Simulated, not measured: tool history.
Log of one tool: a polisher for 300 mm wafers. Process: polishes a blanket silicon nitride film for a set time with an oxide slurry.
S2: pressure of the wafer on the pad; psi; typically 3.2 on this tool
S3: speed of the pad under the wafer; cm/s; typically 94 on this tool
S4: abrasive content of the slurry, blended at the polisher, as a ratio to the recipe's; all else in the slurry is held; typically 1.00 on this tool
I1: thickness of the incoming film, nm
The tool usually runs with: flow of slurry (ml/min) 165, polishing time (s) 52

run 1 hour=0.0 | flow_of_slurry_(ml/min)=165 S2=3.2 S3=94 S4=1.00 polishing_time_(s)=52 | I1=578.2 | film_removed_(Å)=232
run 2 hour=40.7 | flow_of_slurry_(ml/min)=165 S2=3.2 S3=94 S4=1.00 polishing_time_(s)=52 | I1=567.3 | film_removed_(Å)=230
-- hour=81.5 head pressure recalibrated
-- hour=96.7 conditioning disc replaced and pad reconditioned
run 3 hour=102.7 | flow_of_slurry_(ml/min)=165 S2=3.2 S3=94 S4=1.00 polishing_time_(s)=52 | I1=573.2 | film_removed_(Å)=234
-- hour=134.9 worn pad replaced by a new one
run 4 hour=138.7 | flow_of_slurry_(ml/min)=165 S2=3.2 S3=94 S4=1.00 polishing_time_(s)=52 | I1=569.8 | film_removed_(Å)=230
run 5 hour=176.1 | flow_of_slurry_(ml/min)=165 S2=3.2 S3=94 S4=1.00 polishing_time_(s)=52 | I1=568.0 | film_removed_(Å)=225
-- hour=196.5 slurry blender recalibrated
run 6 hour=232.4 | flow_of_slurry_(ml/min)=190 S2=3.2 S3=74 S4=1.00 polishing_time_(s)=52 | I1=579.4 | film_removed_(Å)=189
-- hour=259.4 conditioning disc replaced and pad reconditioned
-- hour=295.1 slurry nozzle cleaned
run 7 hour=296.9 | flow_of_slurry_(ml/min)=190 S2=3.2 S3=74 S4=1.00 polishing_time_(s)=52 | I1=570.1 | film_removed_(Å)=206
-- hour=320.0 worn pad replaced by a new one
run 8 hour=340.2 | flow_of_slurry_(ml/min)=190 S2=3.2 S3=74 S4=1.00 polishing_time_(s)=52 | I1=565.4 | film_removed_(Å)=202
run 9 hour=372.9 | flow_of_slurry_(ml/min)=165 S2=3.6 S3=94 S4=1.00 polishing_time_(s)=36 | I1=568.7 | film_removed_(Å)=182
run 10 hour=409.2 | flow_of_slurry_(ml/min)=165 S2=3.2 S3=82 S4=1.00 polishing_time_(s)=46 | I1=568.8 | film_removed_(Å)=192
-- hour=416.3 conditioning disc replaced and pad reconditioned
-- hour=474.0 worn pad replaced by a new one
run 11 hour=536.4 | flow_of_slurry_(ml/min)=105 S2=3.2 S3=118 S4=1.25 polishing_time_(s)=58 | I1=569.5 | film_removed_(Å)=320
-- hour=571.0 slurry blender recalibrated
-- hour=584.4 conditioning disc replaced and pad reconditioned
run 12 hour=605.7 | flow_of_slurry_(ml/min)=165 S2=3.2 S3=94 S4=0.85 polishing_time_(s)=52 | I1=569.6 | film_removed_(Å)=223
run 13 hour=647.1 | flow_of_slurry_(ml/min)=165 S2=3.2 S3=94 S4=1.00 polishing_time_(s)=52 | I1=566.1 | film_removed_(Å)=232
-- hour=652.2 worn pad replaced by a new one
-- hour=669.4 head pressure recalibrated
run 14 hour=718.7 | flow_of_slurry_(ml/min)=165 S2=3.2 S3=94 S4=1.00 polishing_time_(s)=42 | I1=563.0 | film_removed_(Å)=191
-- hour=765.7 conditioning disc replaced and pad reconditioned
run 15 hour=784.1 | flow_of_slurry_(ml/min)=165 S2=3.2 S3=78 S4=1.00 polishing_time_(s)=60 | I1=568.6 | film_removed_(Å)=228
-- hour=809.0 worn pad replaced by a new one
run 16 hour=809.5 | flow_of_slurry_(ml/min)=165 S2=2.5 S3=94 S4=1.00 polishing_time_(s)=52 | I1=570.1 | film_removed_(Å)=200
run 17 hour=847.5 | flow_of_slurry_(ml/min)=135 S2=3.8 S3=94 S4=1.00 polishing_time_(s)=52 | I1=562.8 | film_removed_(Å)=242

Predict each of these 3 candidate next runs independently; none follows another, all start after run 17:
run A hour=847.9 | flow_of_slurry_(ml/min)=165 S2=3.2 S3=94 S4=1.20 polishing_time_(s)=52 | I1=576.5 | film_removed_(Å)=?
run B hour=847.9 | flow_of_slurry_(ml/min)=110 S2=4.2 S3=94 S4=1.00 polishing_time_(s)=52 | I1=576.5 | film_removed_(Å)=?
run C hour=847.9 | flow_of_slurry_(ml/min)=180 S2=3.2 S3=94 S4=1.00 polishing_time_(s)=66 | I1=576.5 | film_removed_(Å)=?

run=A film_removed_(Å)=250
run=B film_removed_(Å)=251
run=C film_removed_(Å)=299
The same runs, with their run-to-run variation unchanged, on a tool lacking any hidden condition would have given:
run=A film_removed_(Å)=268
run=B film_removed_(Å)=276
run=C film_removed_(Å)=319

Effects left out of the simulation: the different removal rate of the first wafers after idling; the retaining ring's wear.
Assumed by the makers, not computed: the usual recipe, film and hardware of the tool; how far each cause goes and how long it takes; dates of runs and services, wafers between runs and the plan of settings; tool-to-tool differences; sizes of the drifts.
